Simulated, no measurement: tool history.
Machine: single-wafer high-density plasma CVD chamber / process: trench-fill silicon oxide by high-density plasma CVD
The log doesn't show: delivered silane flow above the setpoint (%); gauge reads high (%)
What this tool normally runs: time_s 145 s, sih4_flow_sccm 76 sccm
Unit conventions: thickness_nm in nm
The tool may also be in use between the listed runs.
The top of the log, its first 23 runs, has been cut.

| run | hour | time_s | sih4_flow_sccm | wafers since the last listed run | hours since the silane flow controller was replaced | hours since the gauge calibration | read-back reference wafer on the same gauge, thickness_nm | thickness_nm |
|---|---|---|---|---|---|---|---|---|
| 24 | 1115 | 121 | 81 | 286 | 477.4 | 106.7 | 1151.223 | 908.297 |
| 25 | 1166.8 | 159 | 84 | 400 | 529.2 | 158.5 | 1150.34 | 1241.844 |
| 26 | 1213 | 145 | 76 | 357 | 575.4 | 204.7 | 1149.132 | 1026.072 |
| 27 | 1241.5 | 159 | 84 | 220 | 603.9 | 233.2 | 1149.935 | 1235.971 |
| 28 | 1288.9 | 145 | 90 | 366 | 651.3 | 280.6 | 1150.49 | 1206.392 |
| 29 | 1314.7 | 123 | 83 | 199 | 677.1 | 306.4 | 1149.465 | 944.52 |
| 30 | 1368 | 163 | 70 | 411 | 730.4 | 359.7 | 1149.669 | 1068.296 |
| 31 | 1417.9 | 160 | 90 | 385 | 780.3 | 409.6 | 1149.557 | 1326.979 |
| 32 | 1449.4 | 174 | 70 | 243 | 811.8 | 441.1 | 1151.018 | 1130.777 |
| 33 | 1488.9 | 124 | 76 | 305 | 851.3 | 480.6 | 1149.937 | 876.309 |
| 34 | 1560.2 | 119 | 62 | 550 | 922.6 | 551.9 | 1151.078 | 690.463 |
| 35 | 1611.9 | 164 | 68 | 399 | 974.3 | 603.6 | 1149.297 | 1038.437 |
| 36 | 1676.5 | 165 | 80 | 499 | 1038.9 | 668.2 | 1149.952 | 1218.082 |
| 37 | 1725.5 | 132 | 88 | 378 | 1087.9 | 717.2 | 1149.416 | 1067.786 |
| 38 | 1767.8 | 145 | 65 | 326 | 1130.2 | 759.5 | 1150.329 | 884.154 |
| 39 | 1813 | 145 | 76 | 349 | 1175.4 | 804.7 | 1150.714 | 1025.57 |
| 40 | 1869.1 | 153 | 80 | 433 | 1231.5 | 860.8 | 1150.285 | 1133.128 |
| 41 | 1897 | 145 | 68 | 215 | 1259.4 | 888.7 | 1150.587 | 921.031 |
| 42 | 1931.7 | 117 | 88 | 268 | 1294.1 | 923.4 | 1150.886 | 948.208 |
| 43 | 1985.1 | 165 | 62 | 412 | 1347.5 | 976.8 | 1150.523 | 957.419 |
| 44 | 2039.7 | 170 | 82 | 421 | 1402.1 | 1031.4 | 1149.788 | 1287.788 |
| 45 | 2098.7 | 157 | 66 | 455 | 1461.1 | 1090.4 | 1150.663 | 967.098 |

Here are 4 independent what-if runs from the current tool condition. What would each one return?
| A | 2099.1 | 145 | 76 | 3 | 1461.5 | 1090.8 | ? | ? |
| B | 2099.1 | 132 | 85 | 3 | 1461.5 | 1090.8 | ? | ? |
| C | 2099.1 | 121 | 90 | 3 | 1461.5 | 1090.8 | ? | ? |
| D | 2099.1 | 126 | 76 | 3 | 1461.5 | 1090.8 | ? | ? |

| run | read-back reference wafer on the same gauge, thickness_nm | thickness_nm |
|---|---|---|
| A | 1149.495 | 1021.346 |
| B | 1149.495 | 1034.888 |
| C | 1149.495 | 1002.176 |
| D | 1149.495 | 887.514 |
Without the tool's unlogged condition, the same runs would have read:
| run | thickness_nm |
|---|---|
| A | 1032.703 |
| B | 1046.396 |
| C | 1013.32 |
| D | 897.383 |
